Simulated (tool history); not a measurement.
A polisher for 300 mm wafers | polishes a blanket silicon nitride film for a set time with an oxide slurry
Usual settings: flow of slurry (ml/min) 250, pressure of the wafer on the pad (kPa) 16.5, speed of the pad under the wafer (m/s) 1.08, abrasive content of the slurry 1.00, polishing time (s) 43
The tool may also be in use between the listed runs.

| run | hour | flow of slurry (ml/min) | pressure of the wafer on the pad (kPa) | speed of the pad under the wafer (m/s) | abrasive content of the slurry | polishing time (s) | wafers since the last listed run | wafers polished on this pad | hours since the slurry nozzle was cleaned | hours since the head pressure was calibrated | hours since the slurry blender was calibrated | hours since the conditioning disc was replaced | incoming thickness of the incoming film, nm | film removed (Å) |
|---|---|---|---|---|---|---|---|---|---|---|---|---|---|---|
| 1 | 0.0 | 250 | 16.5 | 1.08 | 1.00 | 43 | 0 | 1059 | 147.1 | 197.2 | 428.0 | 430.4 | 287.2 | 179 |
|  | 45.8 | slurry blender recalibrated |
| 2 | 57.5 | 250 | 13.1 | 1.08 | 1.00 | 43 | 575 | 1635 | 204.6 | 254.7 | 11.7 | 487.9 | 291.1 | 141 |
| 3 | 122.5 | 250 | 16.5 | 1.08 | 1.00 | 48 | 674 | 2309 | 269.6 | 319.7 | 76.7 | 552.9 | 292.9 | 197 |
|  | 133.9 | conditioning disc replaced and pad reconditioned |
| 4 | 185.7 | 250 | 16.5 | 1.08 | 1.00 | 48 | 634 | 2944 | 332.8 | 382.9 | 139.9 | 51.8 | 288.5 | 204 |
|  | 207.5 | worn pad replaced by a new one |
| 5 | 236.3 | 250 | 16.5 | 1.08 | 1.00 | 48 | 483 | 299 | 383.4 | 433.5 | 190.5 | 102.4 | 289.4 | 200 |
| 6 | 305.0 | 250 | 16.5 | 1.08 | 1.00 | 43 | 712 | 1011 | 452.1 | 502.2 | 259.2 | 171.1 | 293.1 | 181 |
| 7 | 347.2 | 250 | 16.5 | 1.08 | 1.00 | 43 | 437 | 1449 | 494.3 | 544.4 | 301.4 | 213.3 | 290.8 | 180 |
|  | 486.9 | head pressure recalibrated |
| 8 | 500.5 | 250 | 15.2 | 1.08 | 0.85 | 43 | 1569 | 3018 | 647.6 | 13.6 | 454.7 | 366.6 | 286.4 | 155 |
|  | 527.9 | slurry blender recalibrated |
| 9 | 534.2 | 250 | 16.5 | 1.08 | 1.00 | 43 | 328 | 3347 | 681.3 | 47.3 | 6.3 | 400.3 | 287.5 | 178 |
| 10 | 561.3 | 250 | 16.5 | 1.08 | 1.00 | 43 | 281 | 3628 | 708.4 | 74.4 | 33.4 | 427.4 | 290.9 | 177 |
|  | 613.0 | worn pad replaced by a new one |
| 11 | 622.3 | 250 | 16.5 | 1.08 | 1.00 | 29 | 591 | 96 | 769.4 | 135.4 | 94.4 | 488.4 | 290.4 | 118 |
|  | 653.1 | conditioning disc replaced and pad reconditioned |
|  | 745.4 | slurry nozzle cleaned |
| 12 | 825.2 | 250 | 16.5 | 1.08 | 1.00 | 56 | 2073 | 2169 | 79.8 | 338.3 | 297.3 | 172.1 | 291.0 | 234 |
| 13 | 895.2 | 250 | 22.1 | 1.40 | 1.00 | 43 | 726 | 2895 | 149.8 | 408.3 | 367.3 | 242.1 | 286.0 | 286 |
| 14 | 948.0 | 160 | 18.6 | 1.36 | 1.00 | 43 | 547 | 3443 | 202.6 | 461.1 | 420.1 | 294.9 | 290.4 | 224 |
| 15 | 975.5 | 250 | 16.5 | 1.08 | 1.00 | 43 | 285 | 3728 | 230.1 | 488.6 | 447.6 | 322.4 | 287.8 | 176 |
|  | 1016.9 | worn pad replaced by a new one |
|  | 1022.6 | slurry blender recalibrated |
| 16 | 1023.1 | 250 | 16.5 | 1.08 | 1.00 | 57 | 431 | 44 | 277.7 | 536.2 | 0.5 | 370.0 | 293.2 | 233 |
|  | 1075.5 | head pressure recalibrated |
| 17 | 1093.5 | 250 | 16.5 | 1.08 | 1.00 | 43 | 709 | 753 | 348.1 | 18.0 | 70.9 | 440.4 | 295.3 | 176 |
| 18 | 1130.0 | 195 | 19.3 | 1.08 | 0.75 | 43 | 378 | 1132 | 384.6 | 54.5 | 107.4 | 476.9 | 291.8 | 175 |
| 19 | 1169.4 | 220 | 16.5 | 1.34 | 1.15 | 43 | 408 | 1540 | 424.0 | 93.9 | 146.8 | 516.3 | 286.5 | 215 |
|  | 1206.5 | conditioning disc replaced and pad reconditioned |
| 20 | 1235.5 | 250 | 16.5 | 1.08 | 1.00 | 43 | 664 | 2205 | 490.1 | 160.0 | 212.9 | 29.0 | 288.8 | 184 |
| 21 | 1271.8 | 250 | 16.5 | 1.08 | 1.00 | 43 | 376 | 2581 | 526.4 | 196.3 | 249.2 | 65.3 | 287.0 | 186 |
| 22 | 1316.5 | 215 | 16.5 | 1.08 | 0.90 | 43 | 463 | 3045 | 571.1 | 241.0 | 293.9 | 110.0 | 295.2 | 173 |
| 23 | 1381.8 | 250 | 20.7 | 0.90 | 1.00 | 55 | 677 | 3722 | 636.4 | 306.3 | 359.2 | 175.3 | 287.8 | 248 |
|  | 1417.3 | worn pad replaced by a new one |
|  | 1431.9 | slurry blender recalibrated |
| 24 | 1447.6 | 250 | 16.5 | 1.08 | 1.00 | 43 | 620 | 293 | 702.2 | 372.1 | 15.7 | 241.1 | 286.8 | 182 |
| 25 | 1498.2 | 325 | 19.3 | 1.08 | 0.75 | 49 | 524 | 818 | 752.8 | 422.7 | 66.3 | 291.7 | 284.4 | 219 |

4 ways to go on from here, each from the tool as it stands after run 25. What would each give?
| A | 1498.6 | 335 | 16.5 | 1.08 | 1.00 | 43 | 4 | 822 | 753.2 | 423.1 | 66.7 | 292.1 | 289.9 | ? |
| B | 1498.6 | 185 | 19.3 | 1.36 | 0.85 | 43 | 4 | 822 | 753.2 | 423.1 | 66.7 | 292.1 | 289.9 | ? |
| C | 1498.6 | 310 | 14.5 | 1.08 | 0.90 | 55 | 4 | 822 | 753.2 | 423.1 | 66.7 | 292.1 | 289.9 | ? |
| D | 1498.6 | 250 | 19.3 | 1.08 | 1.00 | 43 | 4 | 822 | 753.2 | 423.1 | 66.7 | 292.1 | 289.9 | ? |

| run | film removed (Å) |
|---|---|
| A | 184 |
| B | 224 |
| C | 197 |
| D | 208 |
Without the tool's hidden state the same runs would have given:
| run | film removed (Å) |
|---|---|
| A | 187 |
| B | 229 |
| C | 199 |
| D | 212 |

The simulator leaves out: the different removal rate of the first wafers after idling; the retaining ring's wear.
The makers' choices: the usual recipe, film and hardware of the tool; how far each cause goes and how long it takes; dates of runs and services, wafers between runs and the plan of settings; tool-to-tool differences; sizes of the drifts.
